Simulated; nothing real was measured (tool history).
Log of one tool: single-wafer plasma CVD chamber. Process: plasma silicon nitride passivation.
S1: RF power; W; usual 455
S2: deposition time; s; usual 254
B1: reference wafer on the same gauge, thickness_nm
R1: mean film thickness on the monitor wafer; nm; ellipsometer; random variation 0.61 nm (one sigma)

| run | hour | S1 | S2 | B1 | R1 |
|---|---|---|---|---|---|
| 1 | 0 | 425 | 254 | 346.907 | 390.771 |
| 2 | 14.1 | 425 | 254 | 347.062 | 391.564 |
| 3 | 28.8 | 455 | 254 | 347.002 | 399.611 |
| 4 | 46.7 | 455 | 254 | 346.991 | 400.609 |
| 5 | 62.6 | 455 | 254 | 347.092 | 399.386 |
| 6 | 76.9 | 455 | 254 | 347.048 | 399.556 |
| 7 | 91.3 | 455 | 254 | 347.098 | 397.987 |
|  | 111.5 | RF generator calibrated |
| 8 | 112 | 455 | 254 | 347.067 | 408.123 |
|  | 120.6 | gauge calibrated |
| 9 | 124 | 455 | 254 | 346.933 | 407.849 |
| 10 | 141.3 | 455 | 254 | 346.905 | 407.993 |
| 11 | 190.7 | 390 | 225 | 346.84 | 345.9 |
| 12 | 228.8 | 520 | 254 | 347.104 | 424.242 |
| 13 | 238.8 | 370 | 271 | 347.078 | 410.111 |
|  | 264.3 | showerhead replaced |
| 14 | 280.5 | 495 | 226 | 347.141 | 372.538 |
| 15 | 295.7 | 455 | 209 | 347.056 | 335.353 |
| 16 | 303.7 | 425 | 293 | 347.086 | 461.909 |
| 17 | 312.3 | 455 | 254 | 346.983 | 408.018 |
| 18 | 345 | 395 | 301 | 347.081 | 464.349 |
| 19 | 355.8 | 430 | 273 | 346.904 | 431.704 |

Hidden state or all else? Some run-to-run changes of R1, split into what the settings, what came in and random variation would give without the hidden state, and what is left for the hidden state (with any gauge scatter that isn't in both results):
The hidden state here: delivered RF power above the setpoint (%); gauge reads high (%).
Run 7 -> 8: RF generator calibrated. R1 +10.136 nm: hidden state +9.781, all else +0.355.
Run 15 -> 16: S1 455 -> 425, S2 209 -> 293. R1 +126.556 nm: hidden state -0.151, all else +126.707.
